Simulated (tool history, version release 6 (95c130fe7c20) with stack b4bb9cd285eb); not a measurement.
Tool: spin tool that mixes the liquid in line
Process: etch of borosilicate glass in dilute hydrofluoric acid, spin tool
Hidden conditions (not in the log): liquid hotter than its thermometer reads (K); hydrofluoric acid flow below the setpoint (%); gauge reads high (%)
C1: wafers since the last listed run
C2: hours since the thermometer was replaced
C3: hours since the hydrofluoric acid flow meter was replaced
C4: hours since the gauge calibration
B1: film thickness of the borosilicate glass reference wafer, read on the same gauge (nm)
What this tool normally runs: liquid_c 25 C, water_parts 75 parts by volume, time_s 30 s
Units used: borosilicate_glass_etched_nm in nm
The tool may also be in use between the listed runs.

run 1 day=0 | liquid_c=25 water_parts=75 time_s=30 | C1=0 C2=446.1 C3=250.9 C4=417.6 | B1=69.98 | borosilicate_glass_etched_nm=21.68
run 2 day=0.646 | liquid_c=25 water_parts=75 time_s=30 | C1=187 C2=461.6 C3=266.4 C4=433.1 | B1=69.97 | borosilicate_glass_etched_nm=21.74
run 3 day=1.4 | liquid_c=25 water_parts=75 time_s=30 | C1=218 C2=479.7 C3=284.5 C4=451.2 | B1=70.02 | borosilicate_glass_etched_nm=21.71
run 4 day=2.1 | liquid_c=25 water_parts=75 time_s=30 | C1=202 C2=496.5 C3=301.3 C4=468 | B1=70.01 | borosilicate_glass_etched_nm=21.52
run 5 day=3.212 | liquid_c=25 water_parts=75 time_s=30 | C1=322 C2=523.2 C3=328 C4=494.7 | B1=70.02 | borosilicate_glass_etched_nm=21.66
run 6 day=4.021 | liquid_c=25 water_parts=75 time_s=30 | C1=234 C2=542.6 C3=347.4 C4=514.1 | B1=70.02 | borosilicate_glass_etched_nm=21.91
run 7 day=4.858 | liquid_c=25 water_parts=75 time_s=30 | C1=242 C2=562.7 C3=367.5 C4=534.2 | B1=70.02 | borosilicate_glass_etched_nm=21.79
run 8 day=5.45 | liquid_c=25 water_parts=75 time_s=30 | C1=171 C2=576.9 C3=381.7 C4=548.4 | B1=70.02 | borosilicate_glass_etched_nm=21.65
run 9 day=8.058 | liquid_c=25 water_parts=105 time_s=30 | C1=755 C2=639.5 C3=444.3 C4=611 | B1=70.02 | borosilicate_glass_etched_nm=15.11
run 10 day=8.912 | liquid_c=25 water_parts=85 time_s=15 | C1=247 C2=660 C3=464.8 C4=631.5 | B1=69.98 | borosilicate_glass_etched_nm=9.51
run 11 day=9.729 | liquid_c=25 water_parts=85 time_s=15 | C1=236 C2=679.6 C3=484.4 C4=651.1 | B1=70.01 | borosilicate_glass_etched_nm=9.47
run 12 day=10.879 | liquid_c=25 water_parts=85 time_s=15 | C1=332 C2=707.2 C3=512 C4=678.7 | B1=70 | borosilicate_glass_etched_nm=9.47
run 13 day=12.017 | liquid_c=25 water_parts=75 time_s=30 | C1=329 C2=734.5 C3=539.3 C4=706 | B1=70 | borosilicate_glass_etched_nm=21.9
run 14 day=13.104 | liquid_c=22 water_parts=50 time_s=30 | C1=314 C2=760.6 C3=565.4 C4=732.1 | B1=69.98 | borosilicate_glass_etched_nm=30.2
run 15 day=14.058 | liquid_c=25 water_parts=75 time_s=50 | C1=276 C2=783.5 C3=588.3 C4=755 | B1=69.98 | borosilicate_glass_etched_nm=36.18
-- day=14.438 gauge calibrated
run 16 day=14.983 | liquid_c=23 water_parts=75 time_s=50 | C1=267 C2=805.7 C3=610.5 C4=13.1 | B1=69.96 | borosilicate_glass_etched_nm=33.56
run 17 day=15.983 | liquid_c=25 water_parts=75 time_s=30 | C1=289 C2=829.7 C3=634.5 C4=37.1 | B1=69.97 | borosilicate_glass_etched_nm=21.94
-- day=16.158 hydrofluoric acid flow meter replaced
run 18 day=16.696 | liquid_c=25 water_parts=50 time_s=15 | C1=194 C2=846.8 C3=12.9 C4=54.2 | B1=70.01 | borosilicate_glass_etched_nm=17.47
run 19 day=17.521 | liquid_c=27.5 water_parts=75 time_s=30 | C1=238 C2=866.6 C3=32.7 C4=74 | B1=70 | borosilicate_glass_etched_nm=24.73
run 20 day=18.892 | liquid_c=25 water_parts=90 time_s=50 | C1=396 C2=899.5 C3=65.6 C4=106.9 | B1=70 | borosilicate_glass_etched_nm=30.54
run 21 day=19.717 | liquid_c=28 water_parts=50 time_s=30 | C1=238 C2=919.3 C3=85.4 C4=126.7 | B1=69.98 | borosilicate_glass_etched_nm=38.93
run 22 day=20.421 | liquid_c=25 water_parts=75 time_s=30 | C1=203 C2=936.2 C3=102.3 C4=143.6 | B1=70 | borosilicate_glass_etched_nm=22.25
-- day=20.492 thermometer replaced
run 23 day=21.183 | liquid_c=21.5 water_parts=75 time_s=30 | C1=208 C2=16.6 C3=120.6 C4=161.9 | B1=70 | borosilicate_glass_etched_nm=18.45
run 24 day=21.933 | liquid_c=25 water_parts=40 time_s=45 | C1=217 C2=34.6 C3=138.6 C4=179.9 | B1=70.02 | borosilicate_glass_etched_nm=63.06
run 25 day=22.992 | liquid_c=26.5 water_parts=75 time_s=45 | C1=306 C2=60 C3=164 C4=205.3 | B1=70 | borosilicate_glass_etched_nm=33.72
run 26 day=24.229 | liquid_c=25 water_parts=75 time_s=30 | C1=358 C2=89.7 C3=193.7 C4=235 | B1=70 | borosilicate_glass_etched_nm=21.35
run 27 day=24.817 | liquid_c=25 water_parts=75 time_s=35 | C1=170 C2=103.8 C3=207.8 C4=249.1 | B1=70.03 | borosilicate_glass_etched_nm=24.86
run 28 day=25.675 | liquid_c=25 water_parts=75 time_s=20 | C1=248 C2=124.4 C3=228.4 C4=269.7 | B1=70.03 | borosilicate_glass_etched_nm=14.21
run 29 day=26.896 | liquid_c=23 water_parts=105 time_s=15 | C1=353 C2=153.7 C3=257.7 C4=299 | B1=69.96 | borosilicate_glass_etched_nm=6.82
run 30 day=28.117 | liquid_c=21.5 water_parts=65 time_s=30 | C1=353 C2=183 C3=287 C4=328.3 | B1=69.97 | borosilicate_glass_etched_nm=21.64
run 31 day=28.879 | liquid_c=28 water_parts=40 time_s=30 | C1=220 C2=201.3 C3=305.3 C4=346.6 | B1=69.98 | borosilicate_glass_etched_nm=47.41
run 32 day=29.8 | liquid_c=25 water_parts=85 time_s=15 | C1=266 C2=223.4 C3=327.4 C4=368.7 | B1=70.04 | borosilicate_glass_etched_nm=9.28

Forecast each of these 5 alternatives for the next run:
run A day=29.817 | liquid_c=28 water_parts=75 time_s=30 | C1=4 C2=223.8 C3=327.8 C4=369.1 | B1=? | borosilicate_glass_etched_nm=?
run B day=29.817 | liquid_c=25 water_parts=60 time_s=45 | C1=4 C2=223.8 C3=327.8 C4=369.1 | B1=? | borosilicate_glass_etched_nm=?
run C day=29.817 | liquid_c=22 water_parts=75 time_s=30 | C1=4 C2=223.8 C3=327.8 C4=369.1 | B1=? | borosilicate_glass_etched_nm=?
run D day=29.817 | liquid_c=25 water_parts=75 time_s=25 | C1=4 C2=223.8 C3=327.8 C4=369.1 | B1=? | borosilicate_glass_etched_nm=?
run E day=29.817 | liquid_c=21.5 water_parts=75 time_s=45 | C1=4 C2=223.8 C3=327.8 C4=369.1 | B1=? | borosilicate_glass_etched_nm=?

run=A B1=70.01 borosilicate_glass_etched_nm=23.96
run=B B1=70.01 borosilicate_glass_etched_nm=40.73
run=C B1=70.01 borosilicate_glass_etched_nm=18.86
run=D B1=70.01 borosilicate_glass_etched_nm=17.74
run=E B1=70.01 borosilicate_glass_etched_nm=27.72
Had the tool no hidden state, the same runs would have come out as:
run=A borosilicate_glass_etched_nm=23.91
run=B borosilicate_glass_etched_nm=40.63
run=C borosilicate_glass_etched_nm=18.81
run=D borosilicate_glass_etched_nm=17.7
run=E borosilicate_glass_etched_nm=27.64
